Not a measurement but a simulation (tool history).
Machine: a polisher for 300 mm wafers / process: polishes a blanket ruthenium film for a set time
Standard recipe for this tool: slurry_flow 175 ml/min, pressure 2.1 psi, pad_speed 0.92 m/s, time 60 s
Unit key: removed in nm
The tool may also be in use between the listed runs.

| run | hour | slurry_flow | pressure | pad_speed | time | wafers since the last listed run | wafers polished on this pad | hours since the slurry nozzle was cleaned | hours since the head pressure was calibrated | incoming thickness of the incoming film, nm | removed |
|---|---|---|---|---|---|---|---|---|---|---|---|
| 1 | 0 | 175 | 2.1 | 1.04 | 60 | 0 | 118 | 235.6 | 702.3 | 570.3 | 60.4 |
| 2 | 33.7 | 175 | 2.1 | 0.92 | 60 | 282 | 401 | 269.3 | 736 | 582.3 | 52.7 |
| 3 | 55.8 | 175 | 2.1 | 0.92 | 60 | 185 | 586 | 291.4 | 758.1 | 563.9 | 51.8 |
| 4 | 77.4 | 175 | 2.1 | 0.92 | 60 | 181 | 768 | 313 | 779.7 | 569.2 | 51.1 |
| 5 | 106.2 | 175 | 2.1 | 0.92 | 60 | 241 | 1009 | 341.8 | 808.5 | 563.9 | 50.7 |
| 6 | 120.9 | 175 | 2.1 | 0.92 | 60 | 123 | 1133 | 356.5 | 823.2 | 561.2 | 48.4 |
|  | 125.4 | worn pad replaced by a new one |
| 7 | 150.5 | 175 | 2.1 | 0.92 | 60 | 214 | 210 | 386.1 | 852.8 | 572.2 | 51.6 |
| 8 | 194 | 175 | 2.1 | 0.92 | 60 | 364 | 575 | 429.6 | 896.3 | 568.4 | 51.9 |
| 9 | 228.6 | 175 | 2.1 | 0.92 | 60 | 290 | 865 | 464.2 | 930.9 | 574.6 | 50 |
| 10 | 248.7 | 175 | 2.1 | 0.92 | 60 | 168 | 1034 | 484.3 | 951 | 559.5 | 48.1 |
|  | 270.3 | worn pad replaced by a new one |
| 11 | 270.8 | 175 | 2.1 | 0.92 | 60 | 151 | 4 | 506.4 | 973.1 | 569.5 | 52.1 |
| 12 | 296.4 | 175 | 2.1 | 0.92 | 60 | 214 | 218 | 532 | 998.7 | 561.9 | 51.3 |
| 13 | 362.5 | 175 | 2.1 | 0.92 | 60 | 554 | 773 | 598.1 | 1064.8 | 571.5 | 49.8 |
| 14 | 389.5 | 175 | 2.1 | 0.92 | 60 | 226 | 999 | 625.1 | 1091.8 | 572.7 | 47.5 |
| 15 | 408.4 | 200 | 1.6 | 0.76 | 54 | 158 | 1158 | 644 | 1110.7 | 580.5 | 27.4 |
|  | 421.4 | worn pad replaced by a new one |
| 16 | 434.7 | 175 | 2.1 | 0.92 | 81 | 187 | 111 | 670.3 | 1137 | 562.5 | 69.4 |
| 17 | 451.4 | 205 | 2.1 | 1.22 | 60 | 140 | 251 | 687 | 1153.7 | 581.9 | 69.2 |
| 18 | 474.3 | 175 | 1.8 | 0.92 | 47 | 192 | 444 | 709.9 | 1176.6 | 572 | 33.7 |
| 19 | 488.3 | 175 | 1.4 | 0.7 | 60 | 117 | 561 | 723.9 | 1190.6 | 570.1 | 25 |
| 20 | 507.9 | 125 | 2.1 | 0.92 | 43 | 164 | 725 | 743.5 | 1210.2 | 561.9 | 31.7 |
|  | 523.1 | slurry nozzle cleaned |
| 21 | 572.2 | 175 | 2.8 | 0.92 | 60 | 530 | 1256 | 49.1 | 1274.5 | 576.2 | 64.9 |
|  | 585.7 | worn pad replaced by a new one |
|  | 608.4 | head pressure recalibrated |
| 22 | 608.9 | 195 | 1.7 | 1.22 | 54 | 257 | 178 | 85.8 | 0.5 | 576.3 | 54.1 |
| 23 | 643 | 175 | 2.1 | 0.7 | 60 | 286 | 464 | 119.9 | 34.6 | 562.4 | 40.7 |
| 24 | 659.6 | 220 | 1.7 | 1.24 | 48 | 139 | 603 | 136.5 | 51.2 | 569.6 | 47.5 |
| 25 | 673.6 | 145 | 2.1 | 0.92 | 60 | 117 | 720 | 150.5 | 65.2 | 580.7 | 51.8 |
| 26 | 696 | 175 | 2.1 | 0.92 | 60 | 187 | 908 | 172.9 | 87.6 | 572.7 | 51.1 |
| 27 | 719 | 175 | 2.1 | 0.92 | 60 | 192 | 1101 | 195.9 | 110.6 | 568.5 | 50 |
| 28 | 740.5 | 175 | 2.1 | 0.92 | 60 | 180 | 1281 | 217.4 | 132.1 | 566.6 | 48.3 |
|  | 755.9 | worn pad replaced by a new one |
| 29 | 764.6 | 175 | 2.1 | 1.06 | 54 | 168 | 72 | 241.5 | 156.2 | 569.8 | 54.9 |

Run by run, hidden condition taken away, random variation retained:
Hidden state present: removal rate lost through wear of the pad, %; slurry flow missing at the pad, %; deviation of the head's pressure from its setpoint, %.
| run | removed |
|---|---|
| 1 | 62.7 |
| 2 | 55.4 |
| 3 | 55.3 |
| 4 | 55.6 |
| 5 | 57 |
| 6 | 55.5 |
| 7 | 54.2 |
| 8 | 55.8 |
| 9 | 55.6 |
| 10 | 54.8 |
| 11 | 55.6 |
| 12 | 55 |
| 13 | 55.9 |
| 14 | 55.1 |
| 15 | 32.4 |
| 16 | 75.7 |
| 17 | 75.2 |
| 18 | 37.4 |
| 19 | 28.1 |
| 20 | 37.2 |
| 21 | 73.4 |
| 22 | 54.7 |
| 23 | 41.8 |
| 24 | 49.3 |
| 25 | 54.5 |
| 26 | 54.9 |
| 27 | 55.4 |
| 28 | 55.3 |
| 29 | 56.5 |
